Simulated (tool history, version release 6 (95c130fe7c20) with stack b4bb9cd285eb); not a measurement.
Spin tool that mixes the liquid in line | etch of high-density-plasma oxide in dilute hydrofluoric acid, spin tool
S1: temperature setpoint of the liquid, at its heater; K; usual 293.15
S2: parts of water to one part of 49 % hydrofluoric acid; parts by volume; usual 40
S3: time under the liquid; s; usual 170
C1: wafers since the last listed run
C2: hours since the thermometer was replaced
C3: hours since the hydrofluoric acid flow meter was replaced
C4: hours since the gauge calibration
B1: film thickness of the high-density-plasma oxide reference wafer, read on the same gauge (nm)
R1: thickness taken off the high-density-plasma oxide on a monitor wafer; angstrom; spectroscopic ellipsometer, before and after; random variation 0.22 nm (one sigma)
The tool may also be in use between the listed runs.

{"run": 1, "hour": 0.0, "S1": 295.15, "S2": 40, "S3": 170, "C1": 0, "C2": 2150.6, "C3": 74.5, "C4": 1150.5, "B1": 59.99, "R1": 469.3}
{"run": 2, "hour": 33.7, "S1": 293.15, "S2": 40, "S3": 170, "C1": 214, "C2": 2184.3, "C3": 108.2, "C4": 1184.2, "B1": 60.01, "R1": 430.7}
{"hour": 43.4, "done": "thermometer replaced"}
{"run": 3, "hour": 77.0, "S1": 293.15, "S2": 40, "S3": 170, "C1": 269, "C2": 33.6, "C3": 151.5, "C4": 1227.5, "B1": 60.0, "R1": 434.3}
{"run": 4, "hour": 102.0, "S1": 293.15, "S2": 40, "S3": 170, "C1": 159, "C2": 58.6, "C3": 176.5, "C4": 1252.5, "B1": 60.0, "R1": 436.7}
{"run": 5, "hour": 150.7, "S1": 293.15, "S2": 50, "S3": 170, "C1": 310, "C2": 107.3, "C3": 225.2, "C4": 1301.2, "B1": 60.04, "R1": 346.7}
{"run": 6, "hour": 197.6, "S1": 293.15, "S2": 30, "S3": 170, "C1": 298, "C2": 154.2, "C3": 272.1, "C4": 1348.1, "B1": 60.0, "R1": 593.8}
{"run": 7, "hour": 262.1, "S1": 293.15, "S2": 40, "S3": 205, "C1": 410, "C2": 218.7, "C3": 336.6, "C4": 1412.6, "B1": 59.99, "R1": 529.6}
{"run": 8, "hour": 388.0, "S1": 293.15, "S2": 40, "S3": 205, "C1": 801, "C2": 344.6, "C3": 462.5, "C4": 1538.5, "B1": 59.99, "R1": 538.0}
{"run": 9, "hour": 455.2, "S1": 293.15, "S2": 40, "S3": 105, "C1": 427, "C2": 411.8, "C3": 529.7, "C4": 1605.7, "B1": 59.99, "R1": 278.6}
{"hour": 488.0, "done": "hydrofluoric acid flow meter replaced"}
{"run": 10, "hour": 511.5, "S1": 293.15, "S2": 60, "S3": 215, "C1": 352, "C2": 468.1, "C3": 23.5, "C4": 1662.0, "B1": 60.0, "R1": 349.3}
{"hour": 522.3, "done": "gauge calibrated"}
{"run": 11, "hour": 551.0, "S1": 293.15, "S2": 25, "S3": 170, "C1": 251, "C2": 507.6, "C3": 63.0, "C4": 28.7, "B1": 59.96, "R1": 691.6}
{"run": 12, "hour": 586.1, "S1": 293.15, "S2": 50, "S3": 80, "C1": 223, "C2": 542.7, "C3": 98.1, "C4": 63.8, "B1": 60.05, "R1": 160.4}
{"run": 13, "hour": 651.0, "S1": 293.15, "S2": 45, "S3": 230, "C1": 413, "C2": 607.6, "C3": 163.0, "C4": 128.7, "B1": 59.97, "R1": 514.4}
{"run": 14, "hour": 721.6, "S1": 293.15, "S2": 60, "S3": 170, "C1": 449, "C2": 678.2, "C3": 233.6, "C4": 199.3, "B1": 60.01, "R1": 279.3}
{"run": 15, "hour": 786.3, "S1": 293.15, "S2": 55, "S3": 95, "C1": 411, "C2": 742.9, "C3": 298.3, "C4": 264.0, "B1": 60.01, "R1": 174.9}
{"run": 16, "hour": 841.9, "S1": 297.15, "S2": 40, "S3": 75, "C1": 353, "C2": 798.5, "C3": 353.9, "C4": 319.6, "B1": 60.01, "R1": 228.4}
{"run": 17, "hour": 892.3, "S1": 290.65, "S2": 30, "S3": 95, "C1": 320, "C2": 848.9, "C3": 404.3, "C4": 370.0, "B1": 59.95, "R1": 296.3}
{"run": 18, "hour": 931.5, "S1": 296.65, "S2": 25, "S3": 120, "C1": 249, "C2": 888.1, "C3": 443.5, "C4": 409.2, "B1": 59.95, "R1": 589.3}
{"run": 19, "hour": 981.0, "S1": 293.15, "S2": 45, "S3": 170, "C1": 315, "C2": 937.6, "C3": 493.0, "C4": 458.7, "B1": 60.0, "R1": 394.0}
{"run": 20, "hour": 1028.4, "S1": 293.15, "S2": 40, "S3": 170, "C1": 301, "C2": 985.0, "C3": 540.4, "C4": 506.1, "B1": 59.97, "R1": 445.4}
{"hour": 1043.4, "done": "hydrofluoric acid flow meter replaced"}
{"run": 21, "hour": 1086.5, "S1": 293.15, "S2": 40, "S3": 225, "C1": 363, "C2": 1043.1, "C3": 43.1, "C4": 564.2, "B1": 60.0, "R1": 566.0}
{"run": 22, "hour": 1152.7, "S1": 293.15, "S2": 50, "S3": 125, "C1": 421, "C2": 1109.3, "C3": 109.3, "C4": 630.4, "B1": 60.04, "R1": 249.0}
{"run": 23, "hour": 1220.7, "S1": 293.15, "S2": 40, "S3": 255, "C1": 432, "C2": 1177.3, "C3": 177.3, "C4": 698.4, "B1": 59.98, "R1": 654.5}
{"run": 24, "hour": 1274.6, "S1": 293.15, "S2": 40, "S3": 170, "C1": 343, "C2": 1231.2, "C3": 231.2, "C4": 752.3, "B1": 60.03, "R1": 433.7}
{"run": 25, "hour": 1343.3, "S1": 294.65, "S2": 55, "S3": 115, "C1": 437, "C2": 1299.9, "C3": 299.9, "C4": 821.0, "B1": 60.0, "R1": 224.8}
{"run": 26, "hour": 1379.9, "S1": 290.65, "S2": 30, "S3": 95, "C1": 233, "C2": 1336.5, "C3": 336.5, "C4": 857.6, "B1": 59.96, "R1": 295.4}
{"run": 27, "hour": 1429.3, "S1": 293.15, "S2": 40, "S3": 170, "C1": 314, "C2": 1385.9, "C3": 385.9, "C4": 907.0, "B1": 60.0, "R1": 441.1}
{"run": 28, "hour": 1464.2, "S1": 296.65, "S2": 40, "S3": 75, "C1": 222, "C2": 1420.8, "C3": 420.8, "C4": 941.9, "B1": 60.02, "R1": 226.3}
{"run": 29, "hour": 1526.0, "S1": 293.15, "S2": 25, "S3": 105, "C1": 393, "C2": 1482.6, "C3": 482.6, "C4": 1003.7, "B1": 59.97, "R1": 448.6}
{"run": 30, "hour": 1584.5, "S1": 293.15, "S2": 20, "S3": 170, "C1": 372, "C2": 1541.1, "C3": 541.1, "C4": 1062.2, "B1": 60.01, "R1": 910.6}
{"run": 31, "hour": 1628.6, "S1": 293.15, "S2": 40, "S3": 170, "C1": 280, "C2": 1585.2, "C3": 585.2, "C4": 1106.3, "B1": 59.99, "R1": 451.5}

Some steps in R1 between neighbouring runs. How much of each would the tool show without its hidden state too (settings, what came in, random variation), and how much is left for the hidden state, with any gauge scatter that isn't in both results?
The hidden state here: liquid colder than its thermometer reads (K); hydrofluoric acid flow above the setpoint (%); gauge reads high (%).
Run 11 -> 12: S2 25 -> 50, S3 170 -> 80. R1 -531.2 angstrom: hidden state -3.0, all else -528.2.
Run 20 -> 21: S3 170 -> 225, hydrofluoric acid flow meter replaced. R1 +120.6 angstrom: hidden state -17.0, all else +137.6.
Run 29 -> 30: S2 25 -> 20, S3 105 -> 170. R1 +462.0 angstrom: hidden state +26.2, all else +435.8.
Run 30 -> 31: S2 20 -> 40. R1 -459.1 angstrom: hidden state -21.7, all else -437.4.
